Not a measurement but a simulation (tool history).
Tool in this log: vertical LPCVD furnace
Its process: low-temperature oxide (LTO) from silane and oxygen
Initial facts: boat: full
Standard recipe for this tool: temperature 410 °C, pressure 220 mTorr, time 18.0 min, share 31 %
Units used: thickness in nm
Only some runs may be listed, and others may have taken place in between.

| run | hour | temperature | pressure | time | share | wafers since the last listed run | hours since the last temperature calibration | hours since the pressure gauge was zeroed | hours since the silane flow controller was replaced | hours since the gauge calibration | read-back reference wafer on the same gauge, thickness | thickness |
|---|---|---|---|---|---|---|---|---|---|---|---|---|
| 1 | 0.0 | 410 | 220 | 18.0 | 31 | 0 | 1832.9 | 2926.2 | 5920.0 | 146.4 | 124.01 | 139.88 |
|  | 7.0 | gauge calibrated |
| 2 | 11.2 | 410 | 220 | 18.0 | 31 | 156 | 1844.1 | 2937.4 | 5931.2 | 4.2 | 124.04 | 139.53 |
| 3 | 19.4 | 410 | 220 | 18.0 | 31 | 114 | 1852.3 | 2945.6 | 5939.4 | 12.4 | 123.96 | 140.34 |
| 4 | 30.6 | 400 | 220 | 18.0 | 33 | 156 | 1863.5 | 2956.8 | 5950.6 | 23.6 | 123.90 | 136.01 |
| 5 | 47.7 | 400 | 220 | 18.0 | 33 | 238 | 1880.6 | 2973.9 | 5967.7 | 40.7 | 123.97 | 137.00 |
| 6 | 69.9 | 400 | 220 | 18.0 | 33 | 310 | 1902.8 | 2996.1 | 5989.9 | 62.9 | 123.93 | 136.81 |
|  | 106.4 | thermocouples replaced and temperature profile calibrated |
|  | 107.0 | silane flow controller replaced |
|  | 110.8 | pressure gauge zeroed |
| 7 | 111.3 | 419 | 220 | 15.0 | 31 | 181 | 4.9 | 0.5 | 4.3 | 104.3 | 123.93 | 129.94 |
| 8 | 115.9 | 419 | 220 | 15.0 | 31 | 64 | 9.5 | 5.1 | 8.9 | 108.9 | 123.95 | 128.52 |
| 9 | 120.5 | 410 | 165 | 18.0 | 34 | 64 | 14.1 | 9.7 | 13.5 | 113.5 | 123.97 | 120.34 |
| 10 | 125.1 | 417 | 220 | 22.5 | 34 | 64 | 18.7 | 14.3 | 18.1 | 118.1 | 123.86 | 215.68 |

Run 11, settings as shown, results not yet in. Your forecast:
| 11 | 141.1 | 420 | 195 | 18.0 | 29 | 223 | 34.7 | 30.3 | 34.1 | 134.1 | ? | ? |

For run 11 the tool returned read-back reference wafer on the same gauge, thickness 124.02, thickness 127.37 nm.
Without the tool's hidden state the same run would have given thickness 127.37 nm.
